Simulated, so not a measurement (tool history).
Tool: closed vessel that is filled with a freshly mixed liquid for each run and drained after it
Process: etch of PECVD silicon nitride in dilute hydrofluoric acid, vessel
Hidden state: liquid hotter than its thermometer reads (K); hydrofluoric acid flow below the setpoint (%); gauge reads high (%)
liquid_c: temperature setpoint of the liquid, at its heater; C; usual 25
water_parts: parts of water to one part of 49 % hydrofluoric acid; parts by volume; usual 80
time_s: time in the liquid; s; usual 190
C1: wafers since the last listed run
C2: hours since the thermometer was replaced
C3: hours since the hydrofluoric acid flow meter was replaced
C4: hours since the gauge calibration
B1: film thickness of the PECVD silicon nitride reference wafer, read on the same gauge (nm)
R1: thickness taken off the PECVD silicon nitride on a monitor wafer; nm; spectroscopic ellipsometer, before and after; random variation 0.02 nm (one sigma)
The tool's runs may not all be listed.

{"run": 1, "day": 0.0, "liquid_c": 25, "water_parts": 80, "time_s": 230, "C1": 0, "C2": 1822.1, "C3": 1689.9, "C4": 74.1, "B1": 129.966, "R1": 6.536}
{"run": 2, "day": 0.638, "liquid_c": 25, "water_parts": 80, "time_s": 230, "C1": 1720, "C2": 1837.4, "C3": 1705.2, "C4": 89.4, "B1": 129.968, "R1": 6.555}
{"run": 3, "day": 1.0, "liquid_c": 25, "water_parts": 80, "time_s": 190, "C1": 978, "C2": 1846.1, "C3": 1713.9, "C4": 98.1, "B1": 130.003, "R1": 5.445}
{"run": 4, "day": 1.35, "liquid_c": 25, "water_parts": 80, "time_s": 190, "C1": 944, "C2": 1854.5, "C3": 1722.3, "C4": 106.5, "B1": 130.036, "R1": 5.397}
{"run": 5, "day": 2.088, "liquid_c": 25, "water_parts": 80, "time_s": 190, "C1": 1989, "C2": 1872.2, "C3": 1740, "C4": 124.2, "B1": 130.011, "R1": 5.473}
{"run": 6, "day": 2.512, "liquid_c": 28.5, "water_parts": 105, "time_s": 190, "C1": 1146, "C2": 1882.4, "C3": 1750.2, "C4": 134.4, "B1": 129.987, "R1": 5.159}
{"run": 7, "day": 2.904, "liquid_c": 22, "water_parts": 60, "time_s": 190, "C1": 1056, "C2": 1891.8, "C3": 1759.6, "C4": 143.8, "B1": 129.996, "R1": 5.96}
{"run": 8, "day": 3.671, "liquid_c": 22, "water_parts": 60, "time_s": 190, "C1": 2068, "C2": 1910.2, "C3": 1778, "C4": 162.2, "B1": 129.978, "R1": 5.954}
{"day": 3.988, "done": "gauge calibrated"}
{"day": 4.096, "done": "thermometer replaced"}
{"run": 9, "day": 4.117, "liquid_c": 25, "water_parts": 80, "time_s": 190, "C1": 1090, "C2": 0.5, "C3": 1788.7, "C4": 3.1, "B1": 130.018, "R1": 4.606}
{"run": 10, "day": 4.779, "liquid_c": 20, "water_parts": 95, "time_s": 120, "C1": 1787, "C2": 16.4, "C3": 1804.6, "C4": 19, "B1": 130.034, "R1": 1.769}
{"run": 11, "day": 5.238, "liquid_c": 23.5, "water_parts": 70, "time_s": 80, "C1": 1236, "C2": 27.4, "C3": 1815.6, "C4": 30, "B1": 130.007, "R1": 2.005}
{"run": 12, "day": 5.896, "liquid_c": 22, "water_parts": 80, "time_s": 85, "C1": 1776, "C2": 43.2, "C3": 1831.4, "C4": 45.8, "B1": 129.99, "R1": 1.684}
{"day": 6.329, "done": "hydrofluoric acid flow meter replaced"}
{"run": 13, "day": 6.562, "liquid_c": 25, "water_parts": 65, "time_s": 300, "C1": 1686, "C2": 59.2, "C3": 5.6, "C4": 61.8, "B1": 130.011, "R1": 9.023}
{"run": 14, "day": 6.975, "liquid_c": 27.5, "water_parts": 65, "time_s": 190, "C1": 1113, "C2": 69.1, "C3": 15.5, "C4": 71.7, "B1": 130.011, "R1": 6.718}
{"run": 15, "day": 7.404, "liquid_c": 25, "water_parts": 80, "time_s": 190, "C1": 1158, "C2": 79.4, "C3": 25.8, "C4": 82, "B1": 130.023, "R1": 4.667}
{"run": 16, "day": 7.804, "liquid_c": 28, "water_parts": 55, "time_s": 110, "C1": 1079, "C2": 89, "C3": 35.4, "C4": 91.6, "B1": 129.999, "R1": 4.752}
{"run": 17, "day": 8.121, "liquid_c": 25, "water_parts": 80, "time_s": 190, "C1": 854, "C2": 96.6, "C3": 43, "C4": 99.2, "B1": 129.99, "R1": 4.633}

Forecast each of these 5 alternatives for the next run:
{"run": "A", "day": 8.15, "liquid_c": 25, "water_parts": 80, "time_s": 125, "C1": 78, "C2": 97.3, "C3": 43.7, "C4": 99.9, "B1": "?", "R1": "?"}
{"run": "B", "day": 8.15, "liquid_c": 28.5, "water_parts": 80, "time_s": 190, "C1": 78, "C2": 97.3, "C3": 43.7, "C4": 99.9, "B1": "?", "R1": "?"}
{"run": "C", "day": 8.15, "liquid_c": 22, "water_parts": 90, "time_s": 240, "C1": 78, "C2": 97.3, "C3": 43.7, "C4": 99.9, "B1": "?", "R1": "?"}
{"run": "D", "day": 8.15, "liquid_c": 25, "water_parts": 50, "time_s": 230, "C1": 78, "C2": 97.3, "C3": 43.7, "C4": 99.9, "B1": "?", "R1": "?"}
{"run": "E", "day": 8.15, "liquid_c": 20.5, "water_parts": 120, "time_s": 190, "C1": 78, "C2": 97.3, "C3": 43.7, "C4": 99.9, "B1": "?", "R1": "?"}

run=A B1=129.98 R1=3.052
run=B B1=129.98 R1=5.823
run=C B1=129.98 R1=4.274
run=D B1=129.98 R1=8.92
run=E B1=129.98 R1=2.308
Without the tool's hidden state the same runs would have given:
run=A R1=3.014
run=B R1=5.753
run=C R1=4.22
run=D R1=8.807
run=E R1=2.278
